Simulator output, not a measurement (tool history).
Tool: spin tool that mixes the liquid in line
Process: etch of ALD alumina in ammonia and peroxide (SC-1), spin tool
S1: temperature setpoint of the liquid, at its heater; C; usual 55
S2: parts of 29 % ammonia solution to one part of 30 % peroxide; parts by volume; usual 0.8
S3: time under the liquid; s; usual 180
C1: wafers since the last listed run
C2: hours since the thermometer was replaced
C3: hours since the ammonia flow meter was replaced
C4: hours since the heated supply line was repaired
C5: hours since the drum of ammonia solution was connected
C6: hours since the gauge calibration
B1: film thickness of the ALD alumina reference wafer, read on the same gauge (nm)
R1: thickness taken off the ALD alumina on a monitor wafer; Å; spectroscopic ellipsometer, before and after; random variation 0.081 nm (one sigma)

run    hour    S1    S2   S3   C1      C2     C3      C4     C5      C6     B1     R1
  1       0    55   0.8  180    0  1637.3  488.1   598.5    0.5  1221.2  40.01  114.2
       11.8  -- ammonia flow meter replaced
  2    41.2    55   0.8  180  164  1678.5   29.4   639.7   41.7  1262.4  39.99  115.2
  3    87.7    55   0.8  180  189    1725   75.9   686.2   88.2  1308.9     40  115.9
  4   176.8    55   0.8  180  363  1814.1    165   775.3  177.3    1398  40.01  114.8
  5   224.2    55   0.8  180  193  1861.5  212.4   822.7  224.7  1445.4     40  114.4
  6   268.9    55   0.6  115  182  1906.2  257.1   867.4  269.4  1490.1  40.02     72
  7   309.3    55   0.8  180  164  1946.6  297.5   907.8  309.8  1530.5     40  115.2
      315.5  -- new drum of ammonia solution connected
  8   337.9    55   0.8  180  112  1975.2  326.1   936.4   22.4  1559.1     40  114.8
      489.1  -- ammonia flow meter replaced
  9   490.6    55   0.8  180  618  2127.9    1.5  1089.1  175.1  1711.8  40.01  115.9
 10   537.5    55   0.8  180  191  2174.8   48.4    1136    222  1758.7  39.99  115.4
      566.9  -- gauge calibrated
 11   583.3  59.5  0.55  180  186  2220.6   94.2  1181.8  267.8    16.4     40  139.3
      641.2  -- new drum of ammonia solution connected
 12   644.7  64.5   0.8  180  246    2282  155.6  1243.2    3.5    77.8     40  189.8
 13   691.7    55   0.8  180  191    2329  202.6  1290.2   50.5   124.8     40  115.4
      728.8  -- heated supply line repaired
 14   744.3    46  1.15  270  210  2381.6  255.2    15.5  103.1   177.4  40.01    109
 15   803.4  63.5  0.95   80  241  2440.7  314.3    74.6  162.2   236.5  39.99     81
 16   849.6    55  0.95  180  188  2486.9  360.5   120.8  208.4   282.7     40  114.9
      883.8  -- thermometer replaced
 17   891.4    55   0.8  180  166     7.6  402.3   162.6  250.2   324.5  39.99  114.5
      905.5  -- ammonia flow meter replaced
 18   925.1    52   1.1  180  133    41.3   19.6   196.3  283.9   358.2     40  100.8
 19   960.5    55   0.8  180  144    76.7     55   231.7  319.3   393.6     40  114.9
      977.9  -- new drum of ammonia solution connected
 20  1031.1    55   0.8  180  283   147.3  125.6   302.3   53.2   464.2     40    115
 21  1086.9    55     1  130  227   203.1  181.4   358.1    109     520  40.01   83.6
 22  1112.9    62  0.95  230  106   229.1  207.4   384.1    135     546  40.02  214.5
 23  1144.4    58   0.8  180  128   260.6  238.9   415.6  166.5   577.5     40  135.6
       1243  -- new drum of ammonia solution connected
 24  1330.8    59  0.95  180  756     447  425.3     602   87.8   763.9     40  143.7

5 ways to go on from here, each from the tool as it stands after run 24. What would each give?
  A  1331.3    55   1.2  180   2  447.5  425.8  602.5  88.3  764.4   ?   ?
  B  1331.3    58   0.6  235   2  447.5  425.8  602.5  88.3  764.4   ?   ?
  C  1331.3  52.5   0.8  180   2  447.5  425.8  602.5  88.3  764.4   ?   ?
  D  1331.3    55  1.05  235   2  447.5  425.8  602.5  88.3  764.4   ?   ?
  E  1331.3  51.5   1.1  180   2  447.5  425.8  602.5  88.3  764.4   ?   ?

run     B1     R1
  A  39.99    119
  B  39.99  170.3
  C  39.99  100.2
  D  39.99  153.4
  E  39.99   97.8
Without the tool's hidden state the same runs would have given:
run     R1
  A    119
  B  170.3
  C  100.2
  D  153.4
  E   97.8

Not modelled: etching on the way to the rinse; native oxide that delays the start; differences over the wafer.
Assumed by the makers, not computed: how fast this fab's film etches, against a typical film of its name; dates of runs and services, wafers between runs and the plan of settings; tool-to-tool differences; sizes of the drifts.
